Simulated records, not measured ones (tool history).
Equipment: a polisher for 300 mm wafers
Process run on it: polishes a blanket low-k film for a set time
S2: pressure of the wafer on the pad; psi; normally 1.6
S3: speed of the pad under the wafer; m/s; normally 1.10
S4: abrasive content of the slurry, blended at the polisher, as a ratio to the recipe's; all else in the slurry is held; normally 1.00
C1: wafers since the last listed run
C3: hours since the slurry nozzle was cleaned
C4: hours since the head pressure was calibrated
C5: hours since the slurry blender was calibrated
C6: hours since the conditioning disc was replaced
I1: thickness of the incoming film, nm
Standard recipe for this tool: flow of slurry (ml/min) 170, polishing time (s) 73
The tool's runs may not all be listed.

{"run": 1, "hour": 0.0, "flow of slurry (ml/min)": 170, "S2": 1.6, "S3": 1.1, "S4": 1.0, "polishing time (s)": 73, "C1": 0, "wafers polished on this pad": 191, "C3": 592.4, "C4": 521.3, "C5": 26.7, "C6": 45.6, "I1": 746.7, "film removed (nm)": 24.4}
{"run": 2, "hour": 9.4, "flow of slurry (ml/min)": 170, "S2": 1.6, "S3": 1.1, "S4": 1.0, "polishing time (s)": 73, "C1": 107, "wafers polished on this pad": 299, "C3": 601.8, "C4": 530.7, "C5": 36.1, "C6": 55.0, "I1": 759.9, "film removed (nm)": 24.2}
{"run": 3, "hour": 21.5, "flow of slurry (ml/min)": 220, "S2": 1.8, "S3": 1.1, "S4": 1.0, "polishing time (s)": 73, "C1": 138, "wafers polished on this pad": 438, "C3": 613.9, "C4": 542.8, "C5": 48.2, "C6": 67.1, "I1": 776.8, "film removed (nm)": 28.2}
{"run": 4, "hour": 29.7, "flow of slurry (ml/min)": 170, "S2": 1.6, "S3": 1.1, "S4": 1.0, "polishing time (s)": 73, "C1": 94, "wafers polished on this pad": 532, "C3": 622.1, "C4": 551.0, "C5": 56.4, "C6": 75.3, "I1": 751.1, "film removed (nm)": 24.1}
{"run": 5, "hour": 36.6, "flow of slurry (ml/min)": 170, "S2": 1.1, "S3": 1.1, "S4": 1.0, "polishing time (s)": 73, "C1": 79, "wafers polished on this pad": 611, "C3": 629.0, "C4": 557.9, "C5": 63.3, "C6": 82.2, "I1": 756.3, "film removed (nm)": 16.8}
{"run": 6, "hour": 50.8, "flow of slurry (ml/min)": 170, "S2": 1.6, "S3": 1.1, "S4": 1.0, "polishing time (s)": 73, "C1": 163, "wafers polished on this pad": 774, "C3": 643.2, "C4": 572.1, "C5": 77.5, "C6": 96.4, "I1": 764.3, "film removed (nm)": 24.2}
{"run": 7, "hour": 66.3, "flow of slurry (ml/min)": 170, "S2": 1.6, "S3": 1.28, "S4": 1.0, "polishing time (s)": 73, "C1": 177, "wafers polished on this pad": 952, "C3": 658.7, "C4": 587.6, "C5": 93.0, "C6": 111.9, "I1": 757.1, "film removed (nm)": 27.2}
{"hour": 73.2, "done": "head pressure recalibrated"}
{"hour": 78.5, "done": "worn pad replaced by a new one"}
{"run": 8, "hour": 79.0, "flow of slurry (ml/min)": 170, "S2": 1.4, "S3": 0.98, "S4": 1.0, "polishing time (s)": 64, "C1": 76, "wafers polished on this pad": 5, "C3": 671.4, "C4": 5.8, "C5": 105.7, "C6": 124.6, "I1": 774.9, "film removed (nm)": 17.6}
{"run": 9, "hour": 89.2, "flow of slurry (ml/min)": 170, "S2": 1.6, "S3": 1.1, "S4": 0.85, "polishing time (s)": 73, "C1": 117, "wafers polished on this pad": 122, "C3": 681.6, "C4": 16.0, "C5": 115.9, "C6": 134.8, "I1": 763.0, "film removed (nm)": 23.2}
{"run": 10, "hour": 104.7, "flow of slurry (ml/min)": 115, "S2": 1.6, "S3": 1.1, "S4": 1.0, "polishing time (s)": 58, "C1": 177, "wafers polished on this pad": 300, "C3": 697.1, "C4": 31.5, "C5": 131.4, "C6": 150.3, "I1": 766.1, "film removed (nm)": 18.7}
{"run": 11, "hour": 115.1, "flow of slurry (ml/min)": 170, "S2": 1.6, "S3": 1.1, "S4": 1.0, "polishing time (s)": 73, "C1": 119, "wafers polished on this pad": 419, "C3": 707.5, "C4": 41.9, "C5": 141.8, "C6": 160.7, "I1": 758.0, "film removed (nm)": 25.1}
{"run": 12, "hour": 133.1, "flow of slurry (ml/min)": 170, "S2": 1.6, "S3": 1.1, "S4": 1.0, "polishing time (s)": 73, "C1": 206, "wafers polished on this pad": 626, "C3": 725.5, "C4": 59.9, "C5": 159.8, "C6": 178.7, "I1": 754.7, "film removed (nm)": 25.0}
{"run": 13, "hour": 147.8, "flow of slurry (ml/min)": 110, "S2": 2.2, "S3": 0.82, "S4": 1.0, "polishing time (s)": 73, "C1": 168, "wafers polished on this pad": 795, "C3": 740.2, "C4": 74.6, "C5": 174.5, "C6": 193.4, "I1": 754.4, "film removed (nm)": 25.4}
{"hour": 150.9, "done": "slurry blender recalibrated"}
{"hour": 153.9, "done": "slurry nozzle cleaned"}
{"run": 14, "hour": 157.5, "flow of slurry (ml/min)": 170, "S2": 1.6, "S3": 1.1, "S4": 1.0, "polishing time (s)": 73, "C1": 76, "wafers polished on this pad": 872, "C3": 3.6, "C4": 84.3, "C5": 6.6, "C6": 203.1, "I1": 771.1, "film removed (nm)": 25.0}
{"run": 15, "hour": 164.0, "flow of slurry (ml/min)": 170, "S2": 1.3, "S3": 1.1, "S4": 1.0, "polishing time (s)": 94, "C1": 74, "wafers polished on this pad": 946, "C3": 10.1, "C4": 90.8, "C5": 13.1, "C6": 209.6, "I1": 757.0, "film removed (nm)": 26.3}
{"run": 16, "hour": 171.0, "flow of slurry (ml/min)": 145, "S2": 1.6, "S3": 1.0, "S4": 1.0, "polishing time (s)": 73, "C1": 80, "wafers polished on this pad": 1027, "C3": 17.1, "C4": 97.8, "C5": 20.1, "C6": 216.6, "I1": 763.8, "film removed (nm)": 22.7}
{"run": 17, "hour": 180.7, "flow of slurry (ml/min)": 190, "S2": 1.6, "S3": 1.3, "S4": 0.75, "polishing time (s)": 93, "C1": 111, "wafers polished on this pad": 1138, "C3": 26.8, "C4": 107.5, "C5": 29.8, "C6": 226.3, "I1": 758.6, "film removed (nm)": 31.2}
{"run": 18, "hour": 194.8, "flow of slurry (ml/min)": 170, "S2": 1.6, "S3": 1.1, "S4": 0.8, "polishing time (s)": 73, "C1": 161, "wafers polished on this pad": 1300, "C3": 40.9, "C4": 121.6, "C5": 43.9, "C6": 240.4, "I1": 756.6, "film removed (nm)": 21.9}

The next listed run, before its measurement:
{"hour": 202.3, "done": "worn pad replaced by a new one"}
{"run": 19, "hour": 211.2, "flow of slurry (ml/min)": 170, "S2": 1.1, "S3": 1.46, "S4": 1.0, "polishing time (s)": 73, "C1": 142, "wafers polished on this pad": 102, "C3": 57.3, "C4": 138.0, "C5": 60.3, "C6": 256.8, "I1": 760.3, "film removed (nm)": "?"}

film removed (nm): 21.6
With the hidden condition absent and the run-to-run variation left alone, this run would have shown film removed (nm) 22.0.
